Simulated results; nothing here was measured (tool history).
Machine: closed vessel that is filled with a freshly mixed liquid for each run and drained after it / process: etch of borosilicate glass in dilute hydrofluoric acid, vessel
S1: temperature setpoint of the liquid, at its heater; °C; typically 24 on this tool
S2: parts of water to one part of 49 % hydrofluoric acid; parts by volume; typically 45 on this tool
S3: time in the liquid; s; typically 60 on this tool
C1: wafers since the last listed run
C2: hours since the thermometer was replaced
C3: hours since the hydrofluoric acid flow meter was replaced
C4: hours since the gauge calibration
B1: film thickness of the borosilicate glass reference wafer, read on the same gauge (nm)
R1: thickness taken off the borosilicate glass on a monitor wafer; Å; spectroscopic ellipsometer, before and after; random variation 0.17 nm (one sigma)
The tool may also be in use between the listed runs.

run	hour	S1	S2	S3	C1	C2	C3	C4	B1	R1
1	0	24	45	60	0	1002.3	1197.7	166.9	110	467.9
2	7.3	24	45	60	905	1009.6	1205	174.2	109.98	467.7
3	21.9	24	45	60	1810	1024.2	1219.6	188.8	110.01	466.5
4	37.6	24	45	60	1947	1039.9	1235.3	204.5	109.99	464.5
5	50.1	24	45	60	1550	1052.4	1247.8	217	109.99	464.2
6	59.5	22	45	60	1165	1061.8	1257.2	226.4	110.02	425
7	67.4	22	45	60	979	1069.7	1265.1	234.3	110.02	425.6
8	83.7	22	45	60	2021	1086	1281.4	250.6	109.97	427.8
# hour 91.9: thermometer replaced
9	96.8	24	55	60	1500	4.9	1294.5	263.7	109.99	408.7
10	105.3	24	45	60	1054	13.4	1303	272.2	110.02	504.7
11	114.6	24	45	60	1153	22.7	1312.3	281.5	109.99	505.2
# hour 123.2: gauge calibrated
12	132.6	24	45	35	2232	40.7	1330.3	9.4	109.98	295.2
13	141.8	25.5	45	50	1141	49.9	1339.5	18.6	110	449.2
# hour 143.8: hydrofluoric acid flow meter replaced
14	151.6	24	45	60	1091	59.7	7.8	28.4	110.01	450.9
15	163.6	28.5	30	85	1488	71.7	19.8	40.4	110.03	1181.9
16	180.1	29	55	35	2046	88.2	36.3	56.9	110	262.2
17	188.6	19	40	75	1054	96.7	44.8	65.4	110	518.9
18	202.4	24	45	60	1711	110.5	58.6	79.2	110.01	454.4
19	218.9	20	60	60	2046	127	75.1	95.7	109.99	282.4
20	229.2	22.5	30	75	1277	137.3	85.4	106	109.99	814.5

Predict the results of run 21:
21	237.6	26.5	40	60	1041	145.7	93.8	114.4	?	?

{"run 21": {"B1": 110.01, "R1": 571.8}}
If the tool had no hidden condition, the same run with the same run-to-run variation would have returned R1 584.8 Å.

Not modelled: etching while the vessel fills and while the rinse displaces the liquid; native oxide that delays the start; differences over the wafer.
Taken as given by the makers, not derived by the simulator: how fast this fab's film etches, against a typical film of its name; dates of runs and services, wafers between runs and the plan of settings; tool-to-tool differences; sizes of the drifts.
